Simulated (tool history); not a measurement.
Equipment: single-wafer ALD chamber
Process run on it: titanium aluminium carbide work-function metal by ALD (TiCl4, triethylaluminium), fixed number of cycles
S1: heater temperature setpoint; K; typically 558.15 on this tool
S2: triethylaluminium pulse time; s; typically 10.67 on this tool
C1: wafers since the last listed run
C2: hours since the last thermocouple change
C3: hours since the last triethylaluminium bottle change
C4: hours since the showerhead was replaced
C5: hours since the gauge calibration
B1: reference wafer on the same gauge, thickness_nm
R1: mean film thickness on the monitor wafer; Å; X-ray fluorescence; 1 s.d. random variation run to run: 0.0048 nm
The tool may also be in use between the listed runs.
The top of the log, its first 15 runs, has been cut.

Run 16, hour 874.1: usual settings but S1 569.15 K; C1 490; C2 381.8; C3 250.4; C4 4070.5; C5 445.5; B1 2. Result: R1 19.55 Å.
Run 17, hour 942.3: usual settings but S1 571.15 K, S2 14.89 s; C1 739; C2 450; C3 318.6; C4 4138.7; C5 513.7; B1 1.999. Result: R1 20.18 Å.
Run 18, hour 971.5: usual settings but S1 562.15 K, S2 7.11 s; C1 316; C2 479.2; C3 347.8; C4 4167.9; C5 542.9; B1 1.999. Result: R1 17.88 Å.
Run 19, hour 1034.2: usual settings but S1 572.15 K, S2 6.54 s; C1 679; C2 541.9; C3 410.5; C4 4230.6; C5 605.6; B1 2.001. Result: R1 18.62 Å.
Run 20, hour 1132.1: usual settings; C1 1061; C2 639.8; C3 508.4; C4 4328.5; C5 703.5; B1 2.001. Result: R1 18.56 Å.
Run 21, hour 1159.2: usual settings but S1 563.15 K, S2 13.03 s; C1 293; C2 666.9; C3 535.5; C4 4355.6; C5 730.6; B1 2. Result: R1 19.3 Å.
Run 22, hour 1223: usual settings but S1 563.15 K, S2 6.55 s; C1 691; C2 730.7; C3 599.3; C4 4419.4; C5 794.4; B1 1.998. Result: R1 17.7 Å.
Run 23, hour 1272: usual settings but S1 543.15 K, S2 6.75 s; C1 531; C2 779.7; C3 648.3; C4 4468.4; C5 843.4; B1 2. Result: R1 16.05 Å.
At hour 1281.7: gauge calibrated.
At hour 1320.4: showerhead replaced.
Run 24, hour 1332.7: usual settings but S1 566.15 K; C1 571; C2 840.4; C3 709; C4 12.3; C5 51; B1 1.999. Result: R1 19.42 Å.
Run 25, hour 1395.2: usual settings but S2 12.43 s; C1 677; C2 902.9; C3 771.5; C4 74.8; C5 113.5; B1 2. Result: R1 18.96 Å.
Run 26, hour 1438.8: usual settings but S1 545.15 K; C1 472; C2 946.5; C3 815.1; C4 118.4; C5 157.1; B1 1.999. Result: R1 17.33 Å.
Run 27, hour 1504.4: usual settings; C1 711; C2 1012.1; C3 880.7; C4 184; C5 222.7; B1 2.001. Result: R1 18.66 Å.
Run 28, hour 1532: usual settings but S1 563.15 K, S2 6.55 s; C1 299; C2 1039.7; C3 908.3; C4 211.6; C5 250.3; B1 1.999. Result: R1 17.74 Å.
Run 29, hour 1584.6: usual settings; C1 570; C2 1092.3; C3 960.9; C4 264.2; C5 302.9; B1 2.001. Result: R1 18.56 Å.
Run 30, hour 1643.3: usual settings; C1 636; C2 1151; C3 1019.6; C4 322.9; C5 361.6; B1 2. Result: R1 18.65 Å.
Run 31, hour 1689.2: usual settings but S1 547.15 K, S2 7.81 s; C1 497; C2 1196.9; C3 1065.5; C4 368.8; C5 407.5; B1 2.001. Result: R1 16.78 Å.
Run 32, hour 1717: usual settings but S1 571.15 K; C1 301; C2 1224.7; C3 1093.3; C4 396.6; C5 435.3; B1 2.001. Result: R1 19.91 Å.
Run 33, hour 1750.2: usual settings but S1 568.15 K; C1 359; C2 1257.9; C3 1126.5; C4 429.8; C5 468.5; B1 1.999. Result: R1 19.71 Å.
Run 34, hour 1815.4: usual settings but S1 545.15 K; C1 706; C2 1323.1; C3 1191.7; C4 495; C5 533.7; B1 2. Result: R1 17.35 Å.

Forecast each of these 3 alternatives for the next run:
Run A, hour 1815.8: usual settings; C1 4; C2 1323.5; C3 1192.1; C4 495.4; C5 534.1; B1 ?. Result: R1 ?.
Run B, hour 1815.8: usual settings but S1 548.15 K, S2 7.61 s; C1 4; C2 1323.5; C3 1192.1; C4 495.4; C5 534.1; B1 ?. Result: R1 ?.
Run C, hour 1815.8: usual settings but S1 549.15 K, S2 9.54 s; C1 4; C2 1323.5; C3 1192.1; C4 495.4; C5 534.1; B1 ?. Result: R1 ?.

run  B1     R1
  A   2  18.65
  B   2  16.83
  C   2  17.55
Stripped of hidden state, with their random variation kept, the same runs would have yielded:
run     R1
  A  18.46
  B  16.81
  C  17.41
